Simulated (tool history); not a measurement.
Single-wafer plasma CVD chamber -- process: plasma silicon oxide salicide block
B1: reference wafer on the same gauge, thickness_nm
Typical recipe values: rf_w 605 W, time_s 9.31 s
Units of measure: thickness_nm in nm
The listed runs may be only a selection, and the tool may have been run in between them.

{"run": 1, "hour": 0.0, "rf_w": 605, "time_s": 9.31, "B1": 90.924, "thickness_nm": 94.792}
{"run": 2, "hour": 30.6, "rf_w": 605, "time_s": 9.31, "B1": 91.085, "thickness_nm": 95.443}
{"run": 3, "hour": 75.8, "rf_w": 605, "time_s": 10.13, "B1": 90.961, "thickness_nm": 103.451}
{"run": 4, "hour": 145.0, "rf_w": 605, "time_s": 10.13, "B1": 91.103, "thickness_nm": 103.208}
{"run": 5, "hour": 206.9, "rf_w": 605, "time_s": 10.13, "B1": 90.998, "thickness_nm": 102.718}
{"run": 6, "hour": 263.6, "rf_w": 605, "time_s": 9.31, "B1": 90.985, "thickness_nm": 94.404}
{"run": 7, "hour": 330.6, "rf_w": 605, "time_s": 10.19, "B1": 91.073, "thickness_nm": 103.415}
{"run": 8, "hour": 382.1, "rf_w": 605, "time_s": 10.19, "B1": 91.053, "thickness_nm": 103.129}
{"run": 9, "hour": 444.8, "rf_w": 605, "time_s": 10.13, "B1": 91.015, "thickness_nm": 102.312}
{"hour": 449.2, "done": "gauge calibrated"}
{"hour": 453.7, "done": "RF generator calibrated"}
{"run": 10, "hour": 474.6, "rf_w": 685, "time_s": 7.65, "B1": 90.985, "thickness_nm": 82.804}
{"hour": 483.6, "done": "showerhead replaced"}
{"run": 11, "hour": 512.1, "rf_w": 720, "time_s": 9.31, "B1": 90.922, "thickness_nm": 102.135}
{"run": 12, "hour": 539.6, "rf_w": 525, "time_s": 8.36, "B1": 90.957, "thickness_nm": 83.11}
{"run": 13, "hour": 584.4, "rf_w": 605, "time_s": 9.31, "B1": 90.878, "thickness_nm": 96.913}
{"run": 14, "hour": 613.3, "rf_w": 720, "time_s": 10.82, "B1": 90.962, "thickness_nm": 119.036}
{"run": 15, "hour": 743.4, "rf_w": 675, "time_s": 7.92, "B1": 91.024, "thickness_nm": 85.391}
{"run": 16, "hour": 780.1, "rf_w": 605, "time_s": 11.01, "B1": 90.984, "thickness_nm": 114.501}

Forecast each of these 4 alternatives for the next run:
{"run": "A", "hour": 780.5, "rf_w": 605, "time_s": 9.31, "B1": "?", "thickness_nm": "?"}
{"run": "B", "hour": 780.5, "rf_w": 545, "time_s": 8.8, "B1": "?", "thickness_nm": "?"}
{"run": "C", "hour": 780.5, "rf_w": 700, "time_s": 10.74, "B1": "?", "thickness_nm": "?"}
{"run": "D", "hour": 780.5, "rf_w": 545, "time_s": 8.56, "B1": "?", "thickness_nm": "?"}

run=A B1=90.977 thickness_nm=96.657
run=B B1=90.977 thickness_nm=88.408
run=C B1=90.977 thickness_nm=116.710
run=D B1=90.977 thickness_nm=85.997
Without the tool's hidden state the same runs would have given:
run=A thickness_nm=96.761
run=B thickness_nm=88.503
run=C thickness_nm=116.836
run=D thickness_nm=86.090
